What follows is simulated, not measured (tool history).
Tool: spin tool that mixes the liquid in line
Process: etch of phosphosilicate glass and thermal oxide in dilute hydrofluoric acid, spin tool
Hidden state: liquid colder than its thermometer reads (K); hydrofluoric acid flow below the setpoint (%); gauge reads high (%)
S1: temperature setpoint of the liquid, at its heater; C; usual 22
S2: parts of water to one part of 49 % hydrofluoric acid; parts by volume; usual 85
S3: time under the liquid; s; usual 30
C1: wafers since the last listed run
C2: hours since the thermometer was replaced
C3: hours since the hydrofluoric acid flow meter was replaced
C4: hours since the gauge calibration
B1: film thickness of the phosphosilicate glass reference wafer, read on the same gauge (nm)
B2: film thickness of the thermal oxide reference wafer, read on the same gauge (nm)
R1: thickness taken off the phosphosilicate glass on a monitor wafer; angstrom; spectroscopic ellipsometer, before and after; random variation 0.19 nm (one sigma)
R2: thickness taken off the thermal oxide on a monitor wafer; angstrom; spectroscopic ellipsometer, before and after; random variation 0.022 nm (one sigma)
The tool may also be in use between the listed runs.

{"run": 1, "hour": 0.0, "S1": 22, "S2": 85, "S3": 30, "C1": 0, "C2": 2036.1, "C3": 567.8, "C4": 230.2, "B1": 149.98, "B2": 70.006, "R1": 374.7, "R2": 13.67}
{"run": 2, "hour": 29.4, "S1": 22, "S2": 85, "S3": 30, "C1": 409, "C2": 2065.5, "C3": 597.2, "C4": 259.6, "B1": 149.95, "B2": 69.982, "R1": 378.2, "R2": 13.68}
{"run": 3, "hour": 42.7, "S1": 22, "S2": 85, "S3": 30, "C1": 185, "C2": 2078.8, "C3": 610.5, "C4": 272.9, "B1": 150.03, "B2": 70.039, "R1": 375, "R2": 13.61}
{"run": 4, "hour": 139.8, "S1": 22, "S2": 85, "S3": 30, "C1": 1351, "C2": 2175.9, "C3": 707.6, "C4": 370, "B1": 149.99, "B2": 69.989, "R1": 367.1, "R2": 13.41}
{"hour": 166.6, "done": "thermometer replaced"}
{"run": 5, "hour": 210.1, "S1": 22, "S2": 85, "S3": 30, "C1": 964, "C2": 43.5, "C3": 777.9, "C4": 440.3, "B1": 150.02, "B2": 70.043, "R1": 418.6, "R2": 14.84}
{"run": 6, "hour": 234.8, "S1": 22, "S2": 85, "S3": 30, "C1": 343, "C2": 68.2, "C3": 802.6, "C4": 465, "B1": 149.99, "B2": 70.018, "R1": 413.7, "R2": 14.87}
{"run": 7, "hour": 261.8, "S1": 22, "S2": 85, "S3": 30, "C1": 375, "C2": 95.2, "C3": 829.6, "C4": 492, "B1": 149.97, "B2": 69.991, "R1": 413.5, "R2": 14.47}
{"run": 8, "hour": 285.7, "S1": 22, "S2": 85, "S3": 30, "C1": 332, "C2": 119.1, "C3": 853.5, "C4": 515.9, "B1": 149.97, "B2": 69.986, "R1": 408.6, "R2": 14.69}
{"hour": 289.3, "done": "hydrofluoric acid flow meter replaced"}
{"run": 9, "hour": 317.9, "S1": 20, "S2": 115, "S3": 30, "C1": 434, "C2": 151.3, "C3": 28.6, "C4": 548.1, "B1": 150, "B2": 70.024, "R1": 282.3, "R2": 10.08}
{"run": 10, "hour": 336.3, "S1": 19.5, "S2": 105, "S3": 50, "C1": 256, "C2": 169.7, "C3": 47, "C4": 566.5, "B1": 149.99, "B2": 70.037, "R1": 508.8, "R2": 18.84}
{"hour": 342.2, "done": "gauge calibrated"}
{"run": 11, "hour": 369.8, "S1": 22, "S2": 85, "S3": 30, "C1": 466, "C2": 203.2, "C3": 80.5, "C4": 27.6, "B1": 150.02, "B2": 70.008, "R1": 429.2, "R2": 15.63}
{"run": 12, "hour": 384.4, "S1": 22, "S2": 85, "S3": 30, "C1": 203, "C2": 217.8, "C3": 95.1, "C4": 42.2, "B1": 149.99, "B2": 70.035, "R1": 425.7, "R2": 15.02}
{"run": 13, "hour": 414.0, "S1": 18.5, "S2": 85, "S3": 15, "C1": 411, "C2": 247.4, "C3": 124.7, "C4": 71.8, "B1": 149.99, "B2": 69.951, "R1": 183.6, "R2": 6.59}
{"run": 14, "hour": 446.1, "S1": 23.5, "S2": 110, "S3": 50, "C1": 446, "C2": 279.5, "C3": 156.8, "C4": 103.9, "B1": 149.99, "B2": 69.977, "R1": 566.1, "R2": 20.35}
{"run": 15, "hour": 478.3, "S1": 18.5, "S2": 110, "S3": 20, "C1": 448, "C2": 311.7, "C3": 189, "C4": 136.1, "B1": 150.03, "B2": 69.968, "R1": 184.1, "R2": 6.59}
{"run": 16, "hour": 511.9, "S1": 20, "S2": 65, "S3": 30, "C1": 467, "C2": 345.3, "C3": 222.6, "C4": 169.7, "B1": 150, "B2": 70.012, "R1": 519.2, "R2": 18.6}
{"run": 17, "hour": 537.0, "S1": 22, "S2": 65, "S3": 15, "C1": 349, "C2": 370.4, "C3": 247.7, "C4": 194.8, "B1": 150.03, "B2": 69.99, "R1": 280, "R2": 10.28}

The tool's hidden state at each run:
gauge reads high (%): 0 in every run
H1: liquid colder than its thermometer reads (K)
H2: hydrofluoric acid flow below the setpoint (%)
run=1 H1=2.84 H2=3.81
run=2 H1=2.88 H2=3.98
run=3 H1=2.9 H2=4.06
run=4 H1=3.02 H2=4.64
run=5 H1=0.15 H2=5.05
run=6 H1=0.181 H2=5.2
run=7 H1=0.215 H2=5.36
run=8 H1=0.245 H2=5.5
run=9 H1=0.286 H2=1.37
run=10 H1=0.31 H2=1.47
run=11 H1=0.352 H2=1.67
run=12 H1=0.371 H2=1.76
run=13 H1=0.408 H2=1.94
run=14 H1=0.449 H2=2.13
run=15 H1=0.489 H2=2.32
run=16 H1=0.532 H2=2.52
run=17 H1=0.564 H2=2.67
